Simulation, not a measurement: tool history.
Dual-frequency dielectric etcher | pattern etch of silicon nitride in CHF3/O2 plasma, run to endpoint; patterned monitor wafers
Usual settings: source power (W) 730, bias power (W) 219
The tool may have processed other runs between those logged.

| run | day | source power (W) | bias power (W) | incoming incoming film thickness, nm | endpoint time (s) |
|---|---|---|---|---|---|
| 1 | 0 | 680 | 219 | 96 | 53.5 |
| 2 | 4.425 | 680 | 219 | 97.4 | 53.4 |
| 3 | 7.025 | 680 | 219 | 95.9 | 51.7 |
|  | 9.875 | wet clean of the chamber |
| 4 | 9.896 | 670 | 219 | 96.7 | 54.7 |
| 5 | 13.312 | 670 | 219 | 96.8 | 54.7 |
| 6 | 17.329 | 730 | 260 | 95.9 | 49.8 |
| 7 | 19.712 | 730 | 260 | 97.2 | 50.7 |
| 8 | 23.942 | 730 | 219 | 96.1 | 51.6 |
| 9 | 27.917 | 730 | 219 | 96.1 | 51 |
| 10 | 29.538 | 730 | 219 | 96.9 | 51.9 |
| 11 | 32.967 | 790 | 250 | 96.1 | 47.9 |
| 12 | 37.033 | 730 | 219 | 96 | 50.5 |
|  | 38.992 | wet clean of the chamber |
| 13 | 39.012 | 730 | 239 | 96.5 | 51.8 |
| 14 | 40.288 | 730 | 239 | 97.1 | 52.6 |
| 15 | 44.371 | 670 | 240 | 96.8 | 52.7 |
|  | 48.146 | upper electrode replaced |
| 16 | 52.512 | 730 | 219 | 97.1 | 51.7 |
| 17 | 54.729 | 910 | 240 | 97.1 | 46.2 |
|  | 55.329 | bias power generator calibrated |
| 18 | 59.171 | 730 | 260 | 96.2 | 48.1 |
| 19 | 60.858 | 670 | 233 | 97 | 51.8 |
| 20 | 64.65 | 730 | 219 | 96 | 50.8 |
|  | 68.758 | wet clean of the chamber |
| 21 | 68.779 | 910 | 252 | 96.7 | 46.1 |

Run 22 is up next; what results do you expect?
| 22 | 72.654 | 600 | 194 | 96.9 | ? |

{"run 22": {"endpoint time (s)": 59.6}}
Take away the tool's hidden state, keep the run-to-run variation as it was, and the same run would have given endpoint time (s) 59.7.
